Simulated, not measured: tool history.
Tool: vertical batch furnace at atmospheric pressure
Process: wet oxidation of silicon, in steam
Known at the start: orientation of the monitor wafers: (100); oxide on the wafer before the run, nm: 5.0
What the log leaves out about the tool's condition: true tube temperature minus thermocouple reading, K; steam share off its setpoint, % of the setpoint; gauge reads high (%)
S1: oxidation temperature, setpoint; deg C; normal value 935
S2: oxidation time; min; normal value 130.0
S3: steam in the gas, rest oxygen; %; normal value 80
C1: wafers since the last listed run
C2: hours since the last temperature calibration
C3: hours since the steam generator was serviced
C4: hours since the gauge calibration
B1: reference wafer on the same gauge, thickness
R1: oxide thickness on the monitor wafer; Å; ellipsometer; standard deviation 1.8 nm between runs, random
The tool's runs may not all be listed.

run    hour   S1     S2  S3    C1      C2      C3      C4      B1      R1
  1     0.0  935  130.0  80     0  2676.9   658.4   652.9  342.16  3729.9
  2    33.9  935  130.0  80   483  2710.8   692.3   686.8  342.84  3721.0
  3    69.8  917   94.0  80   511  2746.7   728.2   722.7  343.88  2465.1
  4   133.9  917   94.0  80   913  2810.8   792.3   786.8  342.86  2429.6
  5   183.8  917   94.0  80   711  2860.7   842.2   836.7  342.94  2430.7
  6   246.0  935  130.0  80   886  2922.9   904.4   898.9  342.94  3673.9
      295.0  -- thermocouples replaced and temperature profile calibrated
  7   295.9  935  130.0  80   369     0.9   954.3   948.8  342.84  3507.3
  8   353.5  935  130.0  80   820    58.5  1011.9  1006.4  342.50  3564.3
  9   407.9  935  130.0  80   775   112.9  1066.3  1060.8  343.47  3509.4
 10   440.2  935  130.0  80   460   145.2  1098.6  1093.1  343.66  3517.2
 11   488.2  935  130.0  80   684   193.2  1146.6  1141.1  343.49  3502.3
 12   529.5  935  130.0  80   588   234.5  1187.9  1182.4  342.21  3506.0
 13   575.2  935  130.0  80   651   280.2  1233.6  1228.1  343.27  3542.9
 14   635.2  927  130.0  72   855   340.2  1293.6  1288.1  343.43  3017.5
 15   686.4  935  130.0  80   729   391.4  1344.8  1339.3  342.90  3529.8
 16   740.0  944  175.0  80   763   445.0  1398.4  1392.9  343.38  4748.7
 17   805.7  935  130.0  80   936   510.7  1464.1  1458.6  342.49  3517.1
 18   844.5  935  130.0  80   552   549.5  1502.9  1497.4  343.43  3540.4
 19   887.3  935  168.5  80   609   592.3  1545.7  1540.2  342.91  4269.7
 20   951.4  935   99.0  76   913   656.4  1609.8  1604.3  343.37  2720.3
 21   984.8  943  130.0  80   476   689.8  1643.2  1637.7  343.51  3767.6
 22  1056.3  935  130.0  80  1018   761.3  1714.7  1709.2  343.01  3494.2
     1142.8  -- steam generator serviced
 23  1143.3  919   96.5  87   897   848.3     0.5  1796.2  342.76  2627.0
 24  1182.6  935  108.5  75   560   887.6    39.8  1835.5  342.91  3005.0
 25  1250.6  956  177.5  85   969   955.6   107.8  1903.5  342.31  5654.3
     1287.5  -- gauge calibrated
 26  1328.1  911  130.0  89  1104  1033.1   185.3    40.6  342.88  3166.2
 27  1399.9  947  130.0  74  1023  1104.9   257.1   112.4  343.01  3799.9
 28  1463.7  935  130.0  80   909  1168.7   320.9   176.2  342.91  3640.1
 29  1499.7  912  130.0  80   513  1204.7   356.9   212.2  342.68  2930.4
 30  1567.0  935  130.0  72   959  1272.0   424.2   279.5  342.54  3357.1
 31  1616.5  944  103.5  69   705  1321.5   473.7   329.0  343.76  2978.4
 32  1651.5  925  186.5  80   498  1356.5   508.7   364.0  343.66  4317.6
 33  1718.1  913  177.0  75   949  1423.1   575.3   430.6  343.14  3552.1
 34  1789.8  944  189.5  80  1021  1494.8   647.0   502.3  343.38  5170.5
 35  1823.9  935  130.0  80   485  1528.9   681.1   536.4  342.85  3623.9
 36  1889.5  935  130.0  80   934  1594.5   746.7   602.0  343.37  3613.6
 37  1942.0  912  156.5  80   748  1647.0   799.2   654.5  343.44  3375.4
 38  1976.1  922  165.5  85   485  1681.1   833.3   688.6  343.24  4076.4

Hidden condition of the tool, last listed run before each entry between runs versus first listed run after:
Run 6 -> run 7: thermocouples replaced and temperature profile calibrated (hour 295.0)
  true tube temperature minus thermocouple reading, K: 5.72 -> 0.17; steam share off its setpoint, % of the setpoint: -1.98 -> -2.15
  measured value less the no-hidden-state value, R1: +126.0 -> -53.1 Å
Run 22 -> run 23: steam generator serviced (hour 1142.8)
  true tube temperature minus thermocouple reading, K: 3.22 -> 3.43; steam share off its setpoint, % of the setpoint: -5.97 -> -2.08
  measured value less the no-hidden-state value, R1: -64.5 -> +46.2 Å
Run 25 -> run 26: gauge calibrated (hour 1287.5)
  true tube temperature minus thermocouple reading, K: 3.66 -> 3.81; steam share off its setpoint, % of the setpoint: -2.1 -> -2.14
  measured value less the no-hidden-state value, R1: +70.4 -> +69.1 Å
